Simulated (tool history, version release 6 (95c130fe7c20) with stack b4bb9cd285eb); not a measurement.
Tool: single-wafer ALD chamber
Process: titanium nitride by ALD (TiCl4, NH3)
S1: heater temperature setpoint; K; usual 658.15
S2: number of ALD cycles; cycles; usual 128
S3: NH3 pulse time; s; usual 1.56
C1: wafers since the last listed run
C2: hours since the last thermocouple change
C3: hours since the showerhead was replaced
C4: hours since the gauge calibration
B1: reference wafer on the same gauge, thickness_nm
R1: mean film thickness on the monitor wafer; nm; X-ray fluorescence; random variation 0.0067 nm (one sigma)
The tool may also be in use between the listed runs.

| run | hour | S1 | S2 | S3 | C1 | C2 | C3 | C4 | B1 | R1 |
|---|---|---|---|---|---|---|---|---|---|---|
| 1 | 0 | 658.15 | 119 | 1.15 | 0 | 2415.5 | 6166.4 | 40.6 | 2.288 | 2.478 |
| 2 | 11.8 | 658.15 | 119 | 1.15 | 16 | 2427.3 | 6178.2 | 52.4 | 2.287 | 2.488 |
| 3 | 22.2 | 658.15 | 119 | 1.15 | 14 | 2437.7 | 6188.6 | 62.8 | 2.291 | 2.484 |
| 4 | 33.1 | 658.15 | 145 | 1.56 | 15 | 2448.6 | 6199.5 | 73.7 | 2.294 | 3.072 |
| 5 | 46.8 | 658.15 | 145 | 1.56 | 19 | 2462.3 | 6213.2 | 87.4 | 2.292 | 3.075 |
| 6 | 71.6 | 658.15 | 113 | 1.15 | 35 | 2487.1 | 6238 | 112.2 | 2.293 | 2.36 |
| 7 | 88.9 | 658.15 | 128 | 1.56 | 24 | 2504.4 | 6255.3 | 129.5 | 2.295 | 2.705 |
| 8 | 100.3 | 658.15 | 128 | 1.56 | 16 | 2515.8 | 6266.7 | 140.9 | 2.298 | 2.723 |
| 9 | 116 | 658.15 | 128 | 1.56 | 22 | 2531.5 | 6282.4 | 156.6 | 2.294 | 2.715 |
| 10 | 131.4 | 653.15 | 128 | 1.56 | 22 | 2546.9 | 6297.8 | 172 | 2.297 | 2.685 |
| 11 | 146.5 | 653.15 | 128 | 1.56 | 21 | 2562 | 6312.9 | 187.1 | 2.3 | 2.702 |
| 12 | 156.2 | 647.15 | 128 | 1.56 | 13 | 2571.7 | 6322.6 | 196.8 | 2.3 | 2.667 |
|  | 166.8 | thermocouple changed; heater temperature recalibrated |
| 13 | 167.3 | 647.15 | 128 | 1.56 | 4 | 0.5 | 6333.7 | 207.9 | 2.301 | 2.675 |
| 14 | 174.3 | 647.15 | 128 | 1.56 | 10 | 7.5 | 6340.7 | 214.9 | 2.303 | 2.676 |
| 15 | 190.5 | 658.15 | 128 | 1.36 | 23 | 23.7 | 6356.9 | 231.1 | 2.3 | 2.711 |
| 16 | 205 | 658.15 | 128 | 1.36 | 20 | 38.2 | 6371.4 | 245.6 | 2.303 | 2.715 |
| 17 | 211 | 658.15 | 128 | 1.36 | 8 | 44.2 | 6377.4 | 251.6 | 2.306 | 2.7 |
| 18 | 221.1 | 650.15 | 128 | 1.56 | 14 | 54.3 | 6387.5 | 261.7 | 2.307 | 2.695 |
| 19 | 233.8 | 658.15 | 116 | 1.56 | 18 | 67 | 6400.2 | 274.4 | 2.305 | 2.472 |
| 20 | 246.3 | 658.15 | 116 | 1.56 | 18 | 79.5 | 6412.7 | 286.9 | 2.309 | 2.478 |
| 21 | 254.9 | 648.15 | 105 | 1.21 | 12 | 88.1 | 6421.3 | 295.5 | 2.307 | 2.172 |
|  | 262 | gauge calibrated |
| 22 | 271.3 | 663.15 | 138 | 2.05 | 23 | 104.5 | 6437.7 | 9.3 | 2.279 | 2.959 |
| 23 | 283.8 | 658.15 | 115 | 1.56 | 18 | 117 | 6450.2 | 21.8 | 2.278 | 2.427 |
|  | 301.6 | showerhead replaced |
| 24 | 302.1 | 671.15 | 112 | 2.03 | 14 | 135.3 | 0.5 | 40.1 | 2.282 | 2.426 |
| 25 | 311.9 | 658.15 | 116 | 2.15 | 14 | 145.1 | 10.3 | 49.9 | 2.282 | 2.47 |
| 26 | 321.4 | 658.15 | 128 | 1.56 | 13 | 154.6 | 19.8 | 59.4 | 2.284 | 2.688 |
| 27 | 335.1 | 658.15 | 128 | 1.56 | 19 | 168.3 | 33.5 | 73.1 | 2.284 | 2.687 |
| 28 | 346.4 | 645.15 | 128 | 1.56 | 16 | 179.6 | 44.8 | 84.4 | 2.282 | 2.65 |
| 29 | 357.7 | 658.15 | 105 | 1.16 | 16 | 190.9 | 56.1 | 95.7 | 2.287 | 2.188 |
| 30 | 375.2 | 667.15 | 128 | 0.95 | 25 | 208.4 | 73.6 | 113.2 | 2.287 | 2.679 |
| 31 | 382.6 | 647.15 | 128 | 1.29 | 10 | 215.8 | 81 | 120.6 | 2.289 | 2.636 |
| 32 | 391.8 | 658.15 | 116 | 1.56 | 13 | 225 | 90.2 | 129.8 | 2.288 | 2.466 |
| 33 | 400.3 | 658.15 | 128 | 1.56 | 12 | 233.5 | 98.7 | 138.3 | 2.288 | 2.702 |
| 34 | 417.5 | 658.15 | 119 | 1.15 | 24 | 250.7 | 115.9 | 155.5 | 2.29 | 2.477 |
| 35 | 432.9 | 658.15 | 128 | 1.56 | 22 | 266.1 | 131.3 | 170.9 | 2.294 | 2.723 |
| 36 | 446.7 | 658.15 | 104 | 1.56 | 19 | 279.9 | 145.1 | 184.7 | 2.293 | 2.203 |
| 37 | 455.3 | 648.15 | 128 | 1.2 | 12 | 288.5 | 153.7 | 193.3 | 2.294 | 2.641 |
| 38 | 461.7 | 658.15 | 128 | 1.38 | 9 | 294.9 | 160.1 | 199.7 | 2.292 | 2.696 |
| 39 | 477.8 | 658.15 | 119 | 1.15 | 23 | 311 | 176.2 | 215.8 | 2.296 | 2.472 |
| 40 | 486.2 | 647.15 | 128 | 1.56 | 12 | 319.4 | 184.6 | 224.2 | 2.296 | 2.664 |

3 ways to go on from here, each from the tool as it stands after run 40. What would each give?
| A | 486.9 | 658.15 | 128 | 1.56 | 1 | 320.1 | 185.3 | 224.9 | ? | ? |
| B | 486.9 | 658.15 | 108 | 1.56 | 1 | 320.1 | 185.3 | 224.9 | ? | ? |
| C | 486.9 | 658.15 | 114 | 1.35 | 1 | 320.1 | 185.3 | 224.9 | ? | ? |

| run | B1 | R1 |
|---|---|---|
| A | 2.296 | 2.731 |
| B | 2.296 | 2.304 |
| C | 2.296 | 2.417 |
Without the tool's hidden state the same runs would have given:
| run | R1 |
|---|---|
| A | 2.712 |
| B | 2.288 |
| C | 2.399 |
